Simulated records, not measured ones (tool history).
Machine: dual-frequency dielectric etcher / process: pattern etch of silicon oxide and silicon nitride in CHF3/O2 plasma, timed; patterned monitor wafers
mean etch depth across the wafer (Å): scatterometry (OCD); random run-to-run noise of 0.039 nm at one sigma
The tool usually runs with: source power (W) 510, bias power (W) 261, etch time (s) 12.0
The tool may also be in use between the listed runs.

run    hour  source power (W)  bias power (W)  etch time (s)  read-back reference wafer on the same gauge, depth_nm  mean etch depth across the wafer (Å)
  1     0.0               510             261           12.0                                                  16.29                                 190.0
  2    64.0               510             261           12.0                                                  16.30                                 189.9
  3   123.7               510             261           12.0                                                  16.30                                 189.3
  4   174.5               510             261           12.0                                                  16.29                                 190.0
  5   223.9               510             261           12.0                                                  16.30                                 191.1
  6   357.7               510             261           12.0                                                  16.29                                 189.7
  7   429.5               510             261           12.0                                                  16.31                                 190.5
  8   496.6               510             261           12.0                                                  16.29                                 190.5
  9   568.4               510             261           12.0                                                  16.30                                 190.4
 10   723.8               510             261           12.0                                                  16.29                                 190.4
 11   771.6               510             261           12.0                                                  16.29                                 194.9
 12   818.7               420             219            9.0                                                  16.29                                 127.5
 13   865.9               510             261           12.0                                                  16.30                                 194.3
 14   925.8               510             261           12.0                                                  16.30                                 194.1
 15   992.6               580             261           14.0                                                  16.31                                 236.1
 16  1049.7               510             261           15.5                                                  16.30                                 245.1
 17  1117.4               390             319           15.0                                                  16.29                                 236.3
 18  1165.5               510             261           12.0                                                  16.29                                 189.1
 19  1222.9               470             261           12.0                                                  16.31                                 184.1
 20  1260.2               550             297           12.0                                                  16.29                                 204.1
 21  1313.2               510             261           12.0                                                  16.29                                 188.6
 22  1369.1               510             261           10.0                                                  16.29                                 156.6

Not shown: 6 entries that the log had between the listed runs. Between which runs, and how does the tool's hidden state differ before and after?
Between runs 5 and 6: wet clean of the chamber (hour 356.1)
  source power that arrives over what is set, %: 3.07 -> 3.46; bias power that arrives over what is set, %: -4.22 -> -4.36
  the result without the hidden state subtracted from the measured one, mean etch depth across the wafer (Å): -1.5 -> -1.3
Between runs 9 and 10: upper electrode replaced (hour 682.1)
  source power that arrives over what is set, %: 4.12 -> 4.65; bias power that arrives over what is set, %: -4.51 -> -4.59
  the result without the hidden state subtracted from the measured one, mean etch depth across the wafer (Å): -1.1 -> -0.8
Between runs 10 and 11: gauge calibrated (hour 752.8); bias power generator calibrated (hour 771.1)
  source power that arrives over what is set, %: 4.65 -> 4.82; bias power that arrives over what is set, %: -4.59 -> 0.32
  the result without the hidden state subtracted from the measured one, mean etch depth across the wafer (Å): -0.8 -> +3.3
Between runs 15 and 16: source power generator calibrated (hour 1008.2); wet clean of the chamber (hour 1041.1)
  source power that arrives over what is set, %: 5.64 -> -0.778; bias power that arrives over what is set, %: -1.48 -> -1.84
  the result without the hidden state subtracted from the measured one, mean etch depth across the wafer (Å): +2.9 -> -2.5
